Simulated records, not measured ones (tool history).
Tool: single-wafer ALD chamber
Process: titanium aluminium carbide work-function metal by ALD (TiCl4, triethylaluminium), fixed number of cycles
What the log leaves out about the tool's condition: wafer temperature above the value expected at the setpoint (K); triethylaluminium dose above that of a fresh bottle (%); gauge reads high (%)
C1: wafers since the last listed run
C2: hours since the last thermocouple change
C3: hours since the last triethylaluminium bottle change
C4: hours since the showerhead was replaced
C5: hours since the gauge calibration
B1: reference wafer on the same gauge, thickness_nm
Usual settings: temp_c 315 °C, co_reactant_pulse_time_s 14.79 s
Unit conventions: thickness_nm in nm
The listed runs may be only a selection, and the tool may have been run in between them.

run 1 day=0.000 | temp_c=315 co_reactant_pulse_time_s=14.79 | C1=0 C2=1776.7 C3=1013.5 C4=6937.7 C5=20.5 | B1=1.759 | thickness_nm=1.865
run 2 day=1.004 | temp_c=315 co_reactant_pulse_time_s=14.79 | C1=244 C2=1800.8 C3=1037.6 C4=6961.8 C5=44.6 | B1=1.759 | thickness_nm=1.869
run 3 day=2.167 | temp_c=315 co_reactant_pulse_time_s=14.79 | C1=283 C2=1828.7 C3=1065.5 C4=6989.7 C5=72.5 | B1=1.760 | thickness_nm=1.868
run 4 day=3.479 | temp_c=315 co_reactant_pulse_time_s=13.38 | C1=320 C2=1860.2 C3=1097.0 C4=7021.2 C5=104.0 | B1=1.760 | thickness_nm=1.860
run 5 day=4.117 | temp_c=315 co_reactant_pulse_time_s=13.38 | C1=155 C2=1875.5 C3=1112.3 C4=7036.5 C5=119.3 | B1=1.759 | thickness_nm=1.854
run 6 day=4.829 | temp_c=315 co_reactant_pulse_time_s=14.79 | C1=173 C2=1892.6 C3=1129.4 C4=7053.6 C5=136.4 | B1=1.761 | thickness_nm=1.869
run 7 day=5.625 | temp_c=315 co_reactant_pulse_time_s=14.79 | C1=194 C2=1911.7 C3=1148.5 C4=7072.7 C5=155.5 | B1=1.759 | thickness_nm=1.864
run 8 day=6.629 | temp_c=315 co_reactant_pulse_time_s=14.79 | C1=244 C2=1935.8 C3=1172.6 C4=7096.8 C5=179.6 | B1=1.759 | thickness_nm=1.858
run 9 day=9.338 | temp_c=315 co_reactant_pulse_time_s=14.79 | C1=660 C2=2000.8 C3=1237.6 C4=7161.8 C5=244.6 | B1=1.760 | thickness_nm=1.866
run 10 day=10.571 | temp_c=326 co_reactant_pulse_time_s=14.79 | C1=300 C2=2030.4 C3=1267.2 C4=7191.4 C5=274.2 | B1=1.760 | thickness_nm=1.924
-- day=11.779 triethylaluminium bottle replaced
run 11 day=11.800 | temp_c=326 co_reactant_pulse_time_s=14.79 | C1=218 C2=2059.9 C3=0.5 C4=7220.9 C5=303.7 | B1=1.760 | thickness_nm=1.908
run 12 day=12.842 | temp_c=315 co_reactant_pulse_time_s=14.79 | C1=253 C2=2084.9 C3=25.5 C4=7245.9 C5=328.7 | B1=1.760 | thickness_nm=1.830
run 13 day=13.354 | temp_c=315 co_reactant_pulse_time_s=14.79 | C1=124 C2=2097.2 C3=37.8 C4=7258.2 C5=341.0 | B1=1.760 | thickness_nm=1.824
-- day=15.179 showerhead replaced
run 14 day=17.521 | temp_c=315 co_reactant_pulse_time_s=14.79 | C1=934 C2=2197.2 C3=137.8 C4=56.2 C5=441.0 | B1=1.759 | thickness_nm=1.828
-- day=18.608 triethylaluminium bottle replaced, repeated, since the last time left the tool worse
run 15 day=18.746 | temp_c=315 co_reactant_pulse_time_s=14.79 | C1=217 C2=2226.6 C3=3.3 C4=85.6 C5=470.4 | B1=1.759 | thickness_nm=1.875
-- day=19.721 thermocouple changed; heater temperature recalibrated
run 16 day=20.192 | temp_c=315 co_reactant_pulse_time_s=20.34 | C1=271 C2=11.3 C3=38.0 C4=120.3 C5=505.1 | B1=1.759 | thickness_nm=1.886
-- day=20.279 gauge calibrated
run 17 day=21.688 | temp_c=310 co_reactant_pulse_time_s=20.57 | C1=364 C2=47.2 C3=73.9 C4=156.2 C5=33.8 | B1=1.760 | thickness_nm=1.851
run 18 day=22.679 | temp_c=315 co_reactant_pulse_time_s=16.62 | C1=241 C2=71.0 C3=97.7 C4=180.0 C5=57.6 | B1=1.761 | thickness_nm=1.883
run 19 day=23.954 | temp_c=310 co_reactant_pulse_time_s=9.93 | C1=310 C2=101.6 C3=128.3 C4=210.6 C5=88.2 | B1=1.760 | thickness_nm=1.808
run 20 day=25.208 | temp_c=319 co_reactant_pulse_time_s=14.79 | C1=305 C2=131.7 C3=158.4 C4=240.7 C5=118.3 | B1=1.761 | thickness_nm=1.893
run 21 day=26.150 | temp_c=315 co_reactant_pulse_time_s=14.79 | C1=229 C2=154.3 C3=181.0 C4=263.3 C5=140.9 | B1=1.760 | thickness_nm=1.865
run 22 day=27.142 | temp_c=306 co_reactant_pulse_time_s=14.79 | C1=241 C2=178.1 C3=204.8 C4=287.1 C5=164.7 | B1=1.761 | thickness_nm=1.809
run 23 day=28.275 | temp_c=323 co_reactant_pulse_time_s=14.79 | C1=276 C2=205.3 C3=232.0 C4=314.3 C5=191.9 | B1=1.759 | thickness_nm=1.939
run 24 day=29.054 | temp_c=315 co_reactant_pulse_time_s=14.79 | C1=189 C2=224.0 C3=250.7 C4=333.0 C5=210.6 | B1=1.759 | thickness_nm=1.877
run 25 day=30.446 | temp_c=329 co_reactant_pulse_time_s=17.06 | C1=339 C2=257.4 C3=284.1 C4=366.4 C5=244.0 | B1=1.759 | thickness_nm=1.981
run 26 day=31.162 | temp_c=303 co_reactant_pulse_time_s=20.70 | C1=174 C2=274.6 C3=301.3 C4=383.6 C5=261.2 | B1=1.760 | thickness_nm=1.805
run 27 day=32.538 | temp_c=310 co_reactant_pulse_time_s=14.79 | C1=335 C2=307.6 C3=334.3 C4=416.6 C5=294.2 | B1=1.760 | thickness_nm=1.836
run 28 day=33.504 | temp_c=315 co_reactant_pulse_time_s=14.79 | C1=235 C2=330.8 C3=357.5 C4=439.8 C5=317.4 | B1=1.760 | thickness_nm=1.861
run 29 day=34.721 | temp_c=325 co_reactant_pulse_time_s=13.05 | C1=296 C2=360.0 C3=386.7 C4=469.0 C5=346.6 | B1=1.759 | thickness_nm=1.932
run 30 day=35.812 | temp_c=315 co_reactant_pulse_time_s=17.30 | C1=266 C2=386.2 C3=412.9 C4=495.2 C5=372.8 | B1=1.761 | thickness_nm=1.871
run 31 day=36.533 | temp_c=315 co_reactant_pulse_time_s=14.79 | C1=175 C2=403.5 C3=430.2 C4=512.5 C5=390.1 | B1=1.759 | thickness_nm=1.872
run 32 day=37.983 | temp_c=315 co_reactant_pulse_time_s=14.79 | C1=353 C2=438.3 C3=465.0 C4=547.3 C5=424.9 | B1=1.760 | thickness_nm=1.869

Branching from run 32: 5 alternative next runs. What would each branch give?
run A day=38.000 | temp_c=301 co_reactant_pulse_time_s=14.79 | C1=4 C2=438.7 C3=465.4 C4=547.7 C5=425.3 | B1=? | thickness_nm=?
run B day=38.000 | temp_c=302 co_reactant_pulse_time_s=12.21 | C1=4 C2=438.7 C3=465.4 C4=547.7 C5=425.3 | B1=? | thickness_nm=?
run C day=38.000 | temp_c=307 co_reactant_pulse_time_s=18.40 | C1=4 C2=438.7 C3=465.4 C4=547.7 C5=425.3 | B1=? | thickness_nm=?
run D day=38.000 | temp_c=303 co_reactant_pulse_time_s=14.79 | C1=4 C2=438.7 C3=465.4 C4=547.7 C5=425.3 | B1=? | thickness_nm=?
run E day=38.000 | temp_c=306 co_reactant_pulse_time_s=19.13 | C1=4 C2=438.7 C3=465.4 C4=547.7 C5=425.3 | B1=? | thickness_nm=?

run=A B1=1.760 thickness_nm=1.774
run=B B1=1.760 thickness_nm=1.769
run=C B1=1.760 thickness_nm=1.823
run=D B1=1.760 thickness_nm=1.788
run=E B1=1.760 thickness_nm=1.818
Stripped of hidden state, with their random variation kept, the same runs would have yielded:
run=A thickness_nm=1.778
run=B thickness_nm=1.775
run=C thickness_nm=1.825
run=D thickness_nm=1.792
run=E thickness_nm=1.819

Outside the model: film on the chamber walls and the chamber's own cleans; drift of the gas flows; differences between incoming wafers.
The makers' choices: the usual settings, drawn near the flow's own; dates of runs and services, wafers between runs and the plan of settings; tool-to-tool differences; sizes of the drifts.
